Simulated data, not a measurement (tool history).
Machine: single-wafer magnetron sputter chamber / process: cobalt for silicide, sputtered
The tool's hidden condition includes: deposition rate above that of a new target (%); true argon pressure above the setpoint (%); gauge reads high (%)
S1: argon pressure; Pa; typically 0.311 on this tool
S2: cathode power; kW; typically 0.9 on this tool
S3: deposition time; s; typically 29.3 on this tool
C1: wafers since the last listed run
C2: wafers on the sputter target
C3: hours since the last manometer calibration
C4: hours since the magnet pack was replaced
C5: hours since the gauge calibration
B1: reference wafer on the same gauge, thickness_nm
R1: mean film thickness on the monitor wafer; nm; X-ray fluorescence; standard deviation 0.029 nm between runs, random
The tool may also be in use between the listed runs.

run    hour     S1    S2    S3    C1    C2      C3       C4     C5      B1      R1
  1       0  0.311   0.9  29.3     0  1684   531.8   9841.2  265.4  13.822  12.052
  2   101.1  0.311   0.9  29.3  2442  4126   632.9   9942.3  366.5  13.794  12.034
  3   133.1  0.311   0.9  29.3   772  4899   664.9   9974.3  398.5  13.786  12.029
  4   199.2  0.367   0.9  29.3  1596  6496     731  10040.4  464.6  13.773  11.742
      245.7  -- sputter target and shields replaced
  5   268.1  0.367   0.9  29.3  1471   540   799.9  10109.3  533.5  13.746  11.718
  6   296.5  0.367   0.9  29.3   686  1226   828.3  10137.7  561.9  13.734  11.715
  7   337.6  0.311  1.05  29.3   992  2219   869.4  10178.8    603   13.71  13.944
  8   390.2  0.311  1.05  29.3  1270  3490     922  10231.4  655.6  13.699  13.947
  9   447.6  0.311   0.9  29.3  1386  4876   979.4  10288.8    713  13.693  11.945
      501.7  -- magnet pack replaced
      511.4  -- gauge calibrated
 10   519.4  0.311   0.9  29.3  1541  6417  1051.2     17.7      8  13.938  12.146
      540.5  -- sputter target and shields replaced
 11   556.4  0.311   0.9  29.3   700   383  1088.2     54.7     45  13.931  12.164
 12   610.2  0.311   0.9  29.3  1299  1682    1142    108.5   98.8  13.906  12.129
      661.9  -- capacitance manometer re-zeroed and calibrated
 13   704.8  0.406  0.75    32  2091  3774    42.9    203.1  193.4  13.883   10.62
 14   754.5  0.311   0.9  29.3  1200  4975    92.6    252.8  243.1  13.869  12.057
 15   810.9  0.311   0.8  23.5  1362  6337     149    309.2  299.5  13.838   8.608
      828.4  -- sputter target and shields replaced
 16   837.3  0.382   0.9  29.3   444   213   175.4    335.6  325.9  13.842  11.728
 17   868.9  0.311   0.9  29.3   763   977     207    367.2  357.5  13.822  12.044
 18   938.7  0.311   0.9  29.3  1686  2663   276.8      437  427.3  13.813  12.051
 19    1003  0.311   0.9  29.3  1553  4216   341.1    501.3  491.6  13.791  11.999
 20  1028.2  0.357   0.7  26.5   608  4825   366.3    526.5  516.8  13.784   8.325
 21  1077.9  0.252   0.9  25.4  1200  6025     416    576.2  566.5   13.78  10.597
 22    1120  0.347   0.9  29.3  1016  7042   458.1    618.3  608.6   13.76  11.783
     1144.2  -- sputter target and shields replaced
 23  1147.6  0.311   0.9  24.2   473    82   485.7    645.9  636.2  13.751   9.889
 24  1193.4  0.252   0.9  25.4  1106  1188   531.5    691.7    682  13.728  10.637
 25  1230.5  0.417   0.9  29.3   896  2085   568.6    728.8  719.1   13.72  11.427

For each entry between runs, how does the tool's hidden state at the last listed run before it compare with that at the first listed run after it?
From run 4 to run 5: sputter target and shields replaced (hour 245.7)
  gauge reads high (%): -0.959 -> -1.11
  measured value less the no-hidden-state value, R1: -0.114 -> -0.132 nm
From run 9 to run 10: magnet pack replaced (hour 501.7); gauge calibrated (hour 511.4)
  gauge reads high (%): -1.5 -> 0.26
  measured value less the no-hidden-state value, R1: -0.182 -> +0.031 nm
From run 10 to run 11: sputter target and shields replaced (hour 540.5)
  gauge reads high (%): 0.26 -> 0.179
  measured value less the no-hidden-state value, R1: +0.031 -> +0.021 nm
From run 12 to run 13: capacitance manometer re-zeroed and calibrated (hour 661.9)
  gauge reads high (%): 0.0625 -> -0.143
  measured value less the no-hidden-state value, R1: +0.008 -> -0.015 nm
From run 15 to run 16: sputter target and shields replaced (hour 828.4)
  gauge reads high (%): -0.374 -> -0.431
  measured value less the no-hidden-state value, R1: -0.032 -> -0.051 nm
From run 22 to run 23: sputter target and shields replaced (hour 1144.2)
  gauge reads high (%): -1.05 -> -1.11
  measured value less the no-hidden-state value, R1: -0.125 -> -0.111 nm
